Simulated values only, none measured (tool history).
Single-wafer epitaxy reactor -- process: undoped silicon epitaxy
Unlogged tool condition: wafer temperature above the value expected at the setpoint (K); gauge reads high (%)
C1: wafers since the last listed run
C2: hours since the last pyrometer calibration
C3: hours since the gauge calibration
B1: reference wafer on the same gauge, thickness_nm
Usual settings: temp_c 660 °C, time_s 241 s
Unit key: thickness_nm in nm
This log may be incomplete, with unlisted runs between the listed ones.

Run 1, hour 0.0: usual settings; C1 0; C2 1595.9; C3 122.8; B1 54.563. Result: thickness_nm 57.872 nm.
Run 2, hour 13.8: usual settings; C1 58; C2 1609.7; C3 136.6; B1 54.577. Result: thickness_nm 57.966 nm.
Run 3, hour 26.0: usual settings; C1 51; C2 1621.9; C3 148.8; B1 54.549. Result: thickness_nm 58.125 nm.
Run 4, hour 51.3: usual settings but temp_c 664 °C; C1 106; C2 1647.2; C3 174.1; B1 54.572. Result: thickness_nm 62.623 nm.
Run 5, hour 77.0: usual settings but temp_c 664 °C; C1 108; C2 1672.9; C3 199.8; B1 54.663. Result: thickness_nm 62.424 nm.
Run 6, hour 113.2: usual settings but temp_c 664 °C; C1 152; C2 1709.1; C3 236.0; B1 54.577. Result: thickness_nm 62.957 nm.
Run 7, hour 140.9: usual settings; C1 116; C2 1736.8; C3 263.7; B1 54.539. Result: thickness_nm 57.823 nm.
Run 8, hour 154.2: usual settings; C1 56; C2 1750.1; C3 277.0; B1 54.633. Result: thickness_nm 58.316 nm.
Run 9, hour 171.7: usual settings but time_s 217 s; C1 73; C2 1767.6; C3 294.5; B1 54.626. Result: thickness_nm 52.245 nm.
Run 10, hour 207.5: usual settings but time_s 217 s; C1 150; C2 1803.4; C3 330.3; B1 54.614. Result: thickness_nm 52.443 nm.
Run 11, hour 222.6: usual settings but temp_c 674 °C, time_s 210 s; C1 63; C2 1818.5; C3 345.4; B1 54.607. Result: thickness_nm 65.656 nm.
Run 12, hour 240.0: usual settings but time_s 201 s; C1 73; C2 1835.9; C3 362.8; B1 54.616. Result: thickness_nm 48.492 nm.
At hour 246.5: gauge calibrated.
Run 13, hour 252.8: usual settings but temp_c 646 °C, time_s 259 s; C1 53; C2 1848.7; C3 6.3; B1 54.620. Result: thickness_nm 48.147 nm.
Run 14, hour 310.9: usual settings; C1 245; C2 1906.8; C3 64.4; B1 54.616. Result: thickness_nm 58.142 nm.
At hour 321.8: pyrometer calibrated.
Run 15, hour 339.5: usual settings but temp_c 666 °C; C1 86; C2 17.7; C3 93.0; B1 54.612. Result: thickness_nm 60.965 nm.
Run 16, hour 370.5: usual settings but temp_c 665 °C, time_s 281 s; C1 130; C2 48.7; C3 124.0; B1 54.604. Result: thickness_nm 70.319 nm.
Run 17, hour 395.0: usual settings but time_s 262 s; C1 103; C2 73.2; C3 148.5; B1 54.564. Result: thickness_nm 59.645 nm.
Run 18, hour 423.5: usual settings but temp_c 651 °C; C1 120; C2 101.7; C3 177.0; B1 54.598. Result: thickness_nm 46.329 nm.
Run 19, hour 455.0: usual settings but time_s 222 s; C1 132; C2 133.2; C3 208.5; B1 54.601. Result: thickness_nm 50.955 nm.
At hour 546.7: gauge calibrated.
Run 20, hour 554.1: usual settings; C1 417; C2 232.3; C3 7.4; B1 54.610. Result: thickness_nm 55.870 nm.

Each row is a separate what-if for the run after 20, all from the same tool condition, not one after another. Results?
Run A, hour 554.6: usual settings; C1 2; C2 232.8; C3 7.9; B1 ?. Result: thickness_nm ?.
Run B, hour 554.6: usual settings but time_s 280 s; C1 2; C2 232.8; C3 7.9; B1 ?. Result: thickness_nm ?.
Run C, hour 554.6: usual settings but temp_c 668 °C, time_s 269 s; C1 2; C2 232.8; C3 7.9; B1 ?. Result: thickness_nm ?.
Run D, hour 554.6: usual settings but time_s 266 s; C1 2; C2 232.8; C3 7.9; B1 ?. Result: thickness_nm ?.
Run E, hour 554.6: usual settings but temp_c 651 °C, time_s 217 s; C1 2; C2 232.8; C3 7.9; B1 ?. Result: thickness_nm ?.

run      B1  thickness_nm
  A  54.584        55.687
  B  54.584        64.698
  C  54.584        72.119
  D  54.584        61.463
  E  54.584        42.305
Without the tool's hidden state the same runs would have given:
run  thickness_nm
  A        54.454
  B        63.267
  C        70.547
  D        60.103
  E        41.353
